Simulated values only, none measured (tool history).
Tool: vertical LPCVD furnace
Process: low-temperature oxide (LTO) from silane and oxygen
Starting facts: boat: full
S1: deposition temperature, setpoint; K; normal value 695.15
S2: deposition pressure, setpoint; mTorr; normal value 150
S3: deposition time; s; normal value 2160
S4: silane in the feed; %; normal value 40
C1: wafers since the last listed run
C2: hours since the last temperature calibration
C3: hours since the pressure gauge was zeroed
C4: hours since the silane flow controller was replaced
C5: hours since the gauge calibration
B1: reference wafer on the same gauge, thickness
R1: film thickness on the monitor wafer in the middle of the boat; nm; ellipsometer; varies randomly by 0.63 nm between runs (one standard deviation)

run,day,S1,S2,S3,S4,C1,C2,C3,C4,C5,B1,R1
1,0.000,695.15,150,2160,40,0,1817.7,3033.9,2173.0,134.7,281.99,310.98
2,0.329,695.15,150,2160,40,125,1825.6,3041.8,2180.9,142.6,281.89,310.60
3,0.812,695.15,150,2160,40,184,1837.2,3053.4,2192.5,154.2,281.94,310.06
4,1.183,695.15,150,2160,40,141,1846.1,3062.3,2201.4,163.1,282.15,310.85
5,1.625,695.15,150,2160,40,168,1856.7,3072.9,2212.0,173.7,281.80,310.59
6,2.075,695.15,150,2160,40,171,1867.5,3083.7,2222.8,184.5,281.98,310.78
# day 3.296: thermocouples replaced and temperature profile calibrated
7,3.317,695.15,150,2460,40,92,0.5,3113.5,2252.6,214.3,281.93,340.71
8,4.438,695.15,150,2460,40,428,27.4,3140.4,2279.5,241.2,282.06,341.20
9,4.712,695.15,150,2160,40,105,34.0,3147.0,2286.1,247.8,281.98,300.30
10,5.038,695.15,150,2160,40,124,41.8,3154.8,2293.9,255.6,281.99,299.09
11,5.588,695.15,150,2160,40,210,55.0,3168.0,2307.1,268.8,282.03,300.08
12,6.025,705.15,150,1650,44,167,65.5,3178.5,2317.6,279.3,281.90,278.82
# day 7.533: pressure gauge zeroed
# day 7.879: gauge calibrated
# day 8.538: silane flow controller replaced
13,8.558,684.15,150,2160,38,203,126.3,24.6,0.5,16.3,281.96,251.60
14,8.733,695.15,150,1680,40,66,130.5,28.8,4.7,20.5,282.01,232.61
15,8.908,700.15,150,2160,40,66,134.7,33.0,8.9,24.7,281.83,315.30
16,9.088,695.15,150,2160,40,68,139.0,37.3,13.2,29.0,282.12,299.22
17,9.262,689.15,115,1770,43,66,143.2,41.5,17.4,33.2,282.09,191.88
18,9.438,695.15,150,2160,40,66,147.4,45.7,21.6,37.4,281.95,300.33
19,9.829,695.15,180,2640,33,149,156.8,55.1,31.0,46.8,281.90,346.49
20,10.188,695.15,150,2160,40,136,165.4,63.7,39.6,55.4,282.08,299.78

Run 21 comes next. What will it give?
21,10.821,695.15,170,2160,40,241,180.6,78.9,54.8,70.6,?,?

Run 21 gave B1 282.08, R1 340.83 nm.
With no hidden state in the tool, this same run would have given R1 339.25 nm.

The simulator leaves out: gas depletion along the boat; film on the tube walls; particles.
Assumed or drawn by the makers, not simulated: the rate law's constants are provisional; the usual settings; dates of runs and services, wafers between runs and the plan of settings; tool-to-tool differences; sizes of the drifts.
